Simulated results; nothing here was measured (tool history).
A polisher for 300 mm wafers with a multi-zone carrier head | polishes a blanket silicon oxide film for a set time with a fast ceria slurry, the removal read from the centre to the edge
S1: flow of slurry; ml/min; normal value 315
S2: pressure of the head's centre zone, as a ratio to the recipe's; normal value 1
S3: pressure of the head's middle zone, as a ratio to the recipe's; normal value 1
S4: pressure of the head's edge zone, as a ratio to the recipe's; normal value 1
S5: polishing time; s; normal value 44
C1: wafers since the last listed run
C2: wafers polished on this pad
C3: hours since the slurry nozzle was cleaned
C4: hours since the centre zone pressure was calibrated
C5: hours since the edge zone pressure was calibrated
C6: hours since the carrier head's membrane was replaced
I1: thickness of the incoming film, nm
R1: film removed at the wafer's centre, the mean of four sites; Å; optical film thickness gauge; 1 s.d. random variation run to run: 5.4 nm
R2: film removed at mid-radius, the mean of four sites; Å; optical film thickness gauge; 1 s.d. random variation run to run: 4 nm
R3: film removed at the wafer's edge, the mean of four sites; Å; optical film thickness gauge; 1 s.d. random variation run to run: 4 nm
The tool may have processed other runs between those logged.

| run | day | S1 | S2 | S3 | S4 | S5 | C1 | C2 | C3 | C4 | C5 | C6 | I1 | R1 | R2 | R3 |
|---|---|---|---|---|---|---|---|---|---|---|---|---|---|---|---|---|
| 1 | 0 | 250 | 1 | 1 | 1 | 44 | 0 | 715 | 589.6 | 220.2 | 461.8 | 140.1 | 3401 | 5022 | 4961 | 4876 |
| 2 | 1.262 | 210 | 1 | 1 | 1 | 33 | 471 | 1186 | 619.9 | 250.5 | 492.1 | 170.4 | 3402.3 | 3776 | 3615 | 3587 |
| 3 | 2.062 | 315 | 1 | 1 | 1 | 44 | 298 | 1485 | 639.1 | 269.7 | 511.3 | 189.6 | 3367.2 | 5349 | 5028 | 4906 |
| 4 | 3.004 | 395 | 1.1 | 1 | 1 | 44 | 351 | 1836 | 661.7 | 292.3 | 533.9 | 212.2 | 3398.5 | 5803 | 5081 | 4986 |
|  | 3.796 | edge zone pressure recalibrated |
| 5 | 4.433 | 285 | 0.92 | 1 | 0.95 | 36 | 502 | 2338 | 696 | 326.6 | 15.3 | 246.5 | 3382.3 | 3976 | 4089 | 3882 |
| 6 | 5.542 | 315 | 1 | 1 | 1.07 | 34 | 413 | 2752 | 722.6 | 353.2 | 41.9 | 273.1 | 3340.2 | 4125 | 3866 | 3961 |
|  | 6.367 | worn pad replaced by a new one |
| 7 | 6.679 | 220 | 1.06 | 1 | 0.91 | 44 | 362 | 117 | 749.9 | 380.5 | 69.2 | 300.4 | 3360.7 | 5367 | 4878 | 4573 |
| 8 | 7.321 | 315 | 1 | 1 | 1 | 44 | 239 | 356 | 765.3 | 395.9 | 84.6 | 315.8 | 3404.5 | 5238 | 4931 | 4939 |
|  | 7.429 | centre zone pressure recalibrated |
|  | 8.379 | slurry nozzle cleaned |
| 9 | 8.496 | 315 | 1 | 1 | 1 | 44 | 391 | 748 | 2.8 | 25.6 | 112.8 | 344 | 3315.2 | 5003 | 4997 | 4898 |
| 10 | 9.925 | 385 | 1 | 1 | 1 | 44 | 533 | 1281 | 37.1 | 59.9 | 147.1 | 378.3 | 3347.2 | 5107 | 5065 | 4935 |
| 11 | 10.825 | 380 | 0.96 | 1 | 1.05 | 37 | 335 | 1617 | 58.7 | 81.5 | 168.7 | 399.9 | 3343.7 | 4215 | 4299 | 4290 |
| 12 | 11.329 | 215 | 1 | 1 | 1 | 44 | 188 | 1805 | 70.8 | 93.6 | 180.8 | 412 | 3345.5 | 4988 | 4859 | 4750 |
| 13 | 11.846 | 315 | 1 | 1.08 | 0.9 | 53 | 192 | 1998 | 83.2 | 106 | 193.2 | 424.4 | 3382.8 | 6198 | 6402 | 5594 |
| 14 | 12.567 | 315 | 1 | 1 | 1 | 44 | 269 | 2267 | 100.5 | 123.3 | 210.5 | 441.7 | 3366.6 | 5143 | 4996 | 4931 |
| 15 | 14.008 | 315 | 1 | 1 | 1 | 44 | 538 | 2805 | 135.1 | 157.9 | 245.1 | 476.3 | 3377.2 | 5295 | 5037 | 4883 |
| 16 | 14.85 | 315 | 1 | 1 | 1.05 | 38 | 314 | 3119 | 155.3 | 178.1 | 265.3 | 496.5 | 3386.4 | 4591 | 4372 | 4284 |
|  | 15.275 | worn pad replaced by a new one |
| 17 | 16.042 | 230 | 1.11 | 1 | 1.1 | 44 | 382 | 286 | 183.9 | 206.7 | 293.9 | 525.1 | 3362.1 | 5767 | 4835 | 5014 |
| 18 | 17.525 | 315 | 1 | 0.96 | 1 | 44 | 553 | 839 | 219.5 | 242.3 | 329.5 | 560.7 | 3416.3 | 5268 | 4882 | 4882 |
| 19 | 18.121 | 315 | 1 | 0.92 | 1 | 44 | 222 | 1062 | 233.8 | 256.6 | 343.8 | 575 | 3392 | 5306 | 4656 | 4876 |
| 20 | 19.242 | 315 | 1 | 1.07 | 1 | 48 | 418 | 1480 | 260.7 | 283.5 | 370.7 | 601.9 | 3356.4 | 5777 | 5929 | 5309 |
| 21 | 20.15 | 410 | 1 | 1 | 0.88 | 44 | 339 | 1819 | 282.5 | 305.3 | 392.5 | 623.7 | 3319.4 | 5564 | 5146 | 4683 |
| 22 | 21.058 | 315 | 1 | 0.95 | 1 | 44 | 339 | 2158 | 304.3 | 327.1 | 414.3 | 645.5 | 3400.3 | 5353 | 4828 | 4912 |
| 23 | 22.488 | 315 | 1 | 1 | 1 | 44 | 533 | 2692 | 338.6 | 361.4 | 448.6 | 679.8 | 3401 | 5400 | 5018 | 4876 |

Run-by-run hidden state of the tool:
removal rate lost through wear of the pad, %: 0, the same for each run
slurry flow missing at the pad, %: 0, the same for each run
deviation of the edge zone's pressure from its setpoint, %: 0, the same for each run
H1: deviation of the centre zone's pressure from its setpoint, %
| run | H1 |
|---|---|
| 1 | 6.9 |
| 2 | 7.27 |
| 3 | 7.46 |
| 4 | 7.67 |
| 5 | 7.93 |
| 6 | 8.09 |
| 7 | 8.23 |
| 8 | 8.3 |
| 9 | 2.75 |
| 10 | 4.2 |
| 11 | 4.96 |
| 12 | 5.34 |
| 13 | 5.7 |
| 14 | 6.16 |
| 15 | 6.93 |
| 16 | 7.31 |
| 17 | 7.77 |
| 18 | 8.23 |
| 19 | 8.39 |
| 20 | 8.65 |
| 21 | 8.83 |
| 22 | 8.99 |
| 23 | 9.19 |
